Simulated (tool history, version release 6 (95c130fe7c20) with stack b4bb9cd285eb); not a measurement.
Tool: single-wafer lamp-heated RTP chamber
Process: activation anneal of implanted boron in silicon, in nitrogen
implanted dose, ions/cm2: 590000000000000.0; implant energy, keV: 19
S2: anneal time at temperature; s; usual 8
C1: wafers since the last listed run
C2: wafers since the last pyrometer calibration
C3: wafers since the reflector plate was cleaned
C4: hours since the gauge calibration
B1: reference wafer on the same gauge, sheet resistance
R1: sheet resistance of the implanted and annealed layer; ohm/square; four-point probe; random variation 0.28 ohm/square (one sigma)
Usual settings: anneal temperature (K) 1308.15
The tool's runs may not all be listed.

Run 1, hour 0: usual settings; C1 0; C2 1027; C3 9907; C4 75.9; B1 208.06. Result: R1 186.05 ohm/square.
Run 2, hour 52: usual settings; C1 777; C2 1804; C3 10684; C4 127.9; B1 208.25. Result: R1 185.03 ohm/square.
At hour 73: pyrometer window cleaned and pyrometer calibrated.
Run 3, hour 111.6: usual settings; C1 771; C2 577; C3 11455; C4 187.5; B1 208.1. Result: R1 185.11 ohm/square.
Run 4, hour 150.4: usual settings; C1 579; C2 1156; C3 12035; C4 226.3; B1 208.03. Result: R1 185.24 ohm/square.
Run 5, hour 191.2: usual settings but S2 11 s; C1 609; C2 1766; C3 12645; C4 267.1; B1 207.85. Result: R1 184.01 ohm/square.
Run 6, hour 223.8: usual settings but S2 11 s; C1 487; C2 2253; C3 13132; C4 299.7; B1 207.84. Result: R1 183.94 ohm/square.
At hour 244.5: pyrometer window cleaned and pyrometer calibrated.
At hour 275.4: reflector plate cleaned.
Run 7, hour 275.9: usual settings but S2 11 s; C1 539; C2 350; C3 7; C4 351.8; B1 207.65. Result: R1 184.52 ohm/square.

The next listed run, before its measurement:
Run 8, hour 333.1: usual settings but anneal temperature (K) 1295.15; C1 854; C2 1205; C3 862; C4 409; B1 ?. Result: R1 ?.

{"run 8": {"B1": 207.29, "R1": 185.94}}
Without the tool's hidden state the same run would have given R1 186.54 ohm/square.
